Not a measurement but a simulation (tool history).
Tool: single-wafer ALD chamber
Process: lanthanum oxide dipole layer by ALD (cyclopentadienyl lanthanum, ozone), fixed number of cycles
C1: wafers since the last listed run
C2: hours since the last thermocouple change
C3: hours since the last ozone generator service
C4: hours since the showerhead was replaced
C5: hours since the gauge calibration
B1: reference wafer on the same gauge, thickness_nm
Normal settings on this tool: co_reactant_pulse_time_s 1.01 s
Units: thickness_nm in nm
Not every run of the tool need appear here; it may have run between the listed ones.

{"run": 1, "hour": 0.0, "co_reactant_pulse_time_s": 1.01, "C1": 0, "C2": 741.3, "C3": 884.6, "C4": 3092.8, "C5": 332.9, "B1": 0.482, "thickness_nm": 0.492}
{"run": 2, "hour": 19.2, "co_reactant_pulse_time_s": 1.32, "C1": 401, "C2": 760.5, "C3": 903.8, "C4": 3112, "C5": 352.1, "B1": 0.484, "thickness_nm": 0.539}
{"run": 3, "hour": 37.6, "co_reactant_pulse_time_s": 0.92, "C1": 384, "C2": 778.9, "C3": 922.2, "C4": 3130.4, "C5": 370.5, "B1": 0.484, "thickness_nm": 0.467}
{"run": 4, "hour": 53.0, "co_reactant_pulse_time_s": 0.92, "C1": 321, "C2": 794.3, "C3": 937.6, "C4": 3145.8, "C5": 385.9, "B1": 0.483, "thickness_nm": 0.473}
{"run": 5, "hour": 69.6, "co_reactant_pulse_time_s": 1.01, "C1": 347, "C2": 810.9, "C3": 954.2, "C4": 3162.4, "C5": 402.5, "B1": 0.483, "thickness_nm": 0.49}
{"run": 6, "hour": 168.5, "co_reactant_pulse_time_s": 1.01, "C1": 2067, "C2": 909.8, "C3": 1053.1, "C4": 3261.3, "C5": 501.4, "B1": 0.484, "thickness_nm": 0.489}
{"run": 7, "hour": 200.4, "co_reactant_pulse_time_s": 1.01, "C1": 666, "C2": 941.7, "C3": 1085, "C4": 3293.2, "C5": 533.3, "B1": 0.482, "thickness_nm": 0.485}
{"run": 8, "hour": 222.0, "co_reactant_pulse_time_s": 1.11, "C1": 451, "C2": 963.3, "C3": 1106.6, "C4": 3314.8, "C5": 554.9, "B1": 0.482, "thickness_nm": 0.509}
{"run": 9, "hour": 236.3, "co_reactant_pulse_time_s": 1.27, "C1": 298, "C2": 977.6, "C3": 1120.9, "C4": 3329.1, "C5": 569.2, "B1": 0.482, "thickness_nm": 0.526}
{"run": 10, "hour": 326.0, "co_reactant_pulse_time_s": 1.01, "C1": 1875, "C2": 1067.3, "C3": 1210.6, "C4": 3418.8, "C5": 658.9, "B1": 0.484, "thickness_nm": 0.492}
{"run": 11, "hour": 361.0, "co_reactant_pulse_time_s": 1.01, "C1": 731, "C2": 1102.3, "C3": 1245.6, "C4": 3453.8, "C5": 693.9, "B1": 0.483, "thickness_nm": 0.482}
{"run": 12, "hour": 376.1, "co_reactant_pulse_time_s": 1.01, "C1": 315, "C2": 1117.4, "C3": 1260.7, "C4": 3468.9, "C5": 709, "B1": 0.483, "thickness_nm": 0.484}
{"hour": 391.3, "done": "thermocouple changed; heater temperature recalibrated"}
{"run": 13, "hour": 391.8, "co_reactant_pulse_time_s": 0.9, "C1": 160, "C2": 0.5, "C3": 1276.4, "C4": 3484.6, "C5": 724.7, "B1": 0.484, "thickness_nm": 0.458}
{"run": 14, "hour": 407.9, "co_reactant_pulse_time_s": 1.01, "C1": 336, "C2": 16.6, "C3": 1292.5, "C4": 3500.7, "C5": 740.8, "B1": 0.483, "thickness_nm": 0.48}
{"run": 15, "hour": 429.8, "co_reactant_pulse_time_s": 1.25, "C1": 457, "C2": 38.5, "C3": 1314.4, "C4": 3522.6, "C5": 762.7, "B1": 0.483, "thickness_nm": 0.524}
{"run": 16, "hour": 463.6, "co_reactant_pulse_time_s": 0.76, "C1": 706, "C2": 72.3, "C3": 1348.2, "C4": 3556.4, "C5": 796.5, "B1": 0.483, "thickness_nm": 0.412}
{"run": 17, "hour": 491.4, "co_reactant_pulse_time_s": 0.84, "C1": 581, "C2": 100.1, "C3": 1376, "C4": 3584.2, "C5": 824.3, "B1": 0.483, "thickness_nm": 0.439}
{"hour": 502.5, "done": "ozone generator serviced"}
{"run": 18, "hour": 512.5, "co_reactant_pulse_time_s": 1.01, "C1": 273, "C2": 121.2, "C3": 10, "C4": 3605.3, "C5": 845.4, "B1": 0.483, "thickness_nm": 0.497}
{"hour": 536.3, "done": "showerhead replaced"}
{"run": 19, "hour": 536.8, "co_reactant_pulse_time_s": 0.64, "C1": 340, "C2": 145.5, "C3": 34.3, "C4": 0.5, "C5": 869.7, "B1": 0.483, "thickness_nm": 0.376}
{"run": 20, "hour": 569.0, "co_reactant_pulse_time_s": 1.36, "C1": 673, "C2": 177.7, "C3": 66.5, "C4": 32.7, "C5": 901.9, "B1": 0.483, "thickness_nm": 0.539}
{"run": 21, "hour": 587.5, "co_reactant_pulse_time_s": 0.72, "C1": 386, "C2": 196.2, "C3": 85, "C4": 51.2, "C5": 920.4, "B1": 0.483, "thickness_nm": 0.408}
{"run": 22, "hour": 607.6, "co_reactant_pulse_time_s": 1.38, "C1": 420, "C2": 216.3, "C3": 105.1, "C4": 71.3, "C5": 940.5, "B1": 0.483, "thickness_nm": 0.543}
{"run": 23, "hour": 639.6, "co_reactant_pulse_time_s": 1.12, "C1": 669, "C2": 248.3, "C3": 137.1, "C4": 103.3, "C5": 972.5, "B1": 0.484, "thickness_nm": 0.515}
{"run": 24, "hour": 653.7, "co_reactant_pulse_time_s": 1.01, "C1": 294, "C2": 262.4, "C3": 151.2, "C4": 117.4, "C5": 986.6, "B1": 0.485, "thickness_nm": 0.5}
{"hour": 666.9, "done": "gauge calibrated"}
{"run": 25, "hour": 669.5, "co_reactant_pulse_time_s": 1.14, "C1": 330, "C2": 278.2, "C3": 167, "C4": 133.2, "C5": 2.6, "B1": 0.483, "thickness_nm": 0.518}
{"run": 26, "hour": 696.2, "co_reactant_pulse_time_s": 0.75, "C1": 558, "C2": 304.9, "C3": 193.7, "C4": 159.9, "C5": 29.3, "B1": 0.484, "thickness_nm": 0.422}
{"run": 27, "hour": 716.3, "co_reactant_pulse_time_s": 1.22, "C1": 420, "C2": 325, "C3": 213.8, "C4": 180, "C5": 49.4, "B1": 0.483, "thickness_nm": 0.53}
{"run": 28, "hour": 801.5, "co_reactant_pulse_time_s": 0.67, "C1": 1781, "C2": 410.2, "C3": 299, "C4": 265.2, "C5": 134.6, "B1": 0.482, "thickness_nm": 0.388}
{"run": 29, "hour": 813.7, "co_reactant_pulse_time_s": 1.29, "C1": 255, "C2": 422.4, "C3": 311.2, "C4": 277.4, "C5": 146.8, "B1": 0.483, "thickness_nm": 0.535}
{"run": 30, "hour": 836.2, "co_reactant_pulse_time_s": 1.01, "C1": 470, "C2": 444.9, "C3": 333.7, "C4": 299.9, "C5": 169.3, "B1": 0.483, "thickness_nm": 0.496}
{"run": 31, "hour": 850.2, "co_reactant_pulse_time_s": 1.33, "C1": 292, "C2": 458.9, "C3": 347.7, "C4": 313.9, "C5": 183.3, "B1": 0.482, "thickness_nm": 0.542}
{"run": 32, "hour": 874.7, "co_reactant_pulse_time_s": 1.13, "C1": 512, "C2": 483.4, "C3": 372.2, "C4": 338.4, "C5": 207.8, "B1": 0.483, "thickness_nm": 0.513}
{"run": 33, "hour": 895.1, "co_reactant_pulse_time_s": 1.34, "C1": 426, "C2": 503.8, "C3": 392.6, "C4": 358.8, "C5": 228.2, "B1": 0.482, "thickness_nm": 0.539}
{"run": 34, "hour": 917.2, "co_reactant_pulse_time_s": 0.65, "C1": 462, "C2": 525.9, "C3": 414.7, "C4": 380.9, "C5": 250.3, "B1": 0.483, "thickness_nm": 0.379}

How would selected steps in thickness_nm from run to run divide? Give the signed amount a tool lacking its hidden state would still show from settings, what came in and random variation, and the signed amount left for the hidden state, including any gauge scatter that is not in both of the compared results.
What the log doesn't record here: wafer temperature above the value expected at the setpoint (K); ozone dose above that of a generator just serviced (%); gauge reads high (%).
Run 9 -> 10: co_reactant_pulse_time_s 1.27 -> 1.01. thickness_nm -0.034 nm: hidden state -0.006, all else -0.028.
Run 15 -> 16: co_reactant_pulse_time_s 1.25 -> 0.76. thickness_nm -0.112 nm: hidden state -0.011, all else -0.101.
Run 17 -> 18: co_reactant_pulse_time_s 0.84 -> 1.01, ozone generator serviced. thickness_nm +0.058 nm: hidden state +0.018, all else +0.04.
Run 19 -> 20: co_reactant_pulse_time_s 0.64 -> 1.36. thickness_nm +0.163 nm: hidden state +0.004, all else +0.159.
Run 28 -> 29: co_reactant_pulse_time_s 0.67 -> 1.29. thickness_nm +0.147 nm: hidden state +0.005, all else +0.142.
Run 33 -> 34: co_reactant_pulse_time_s 1.34 -> 0.65. thickness_nm -0.16 nm: hidden state -0.005, all else -0.155.
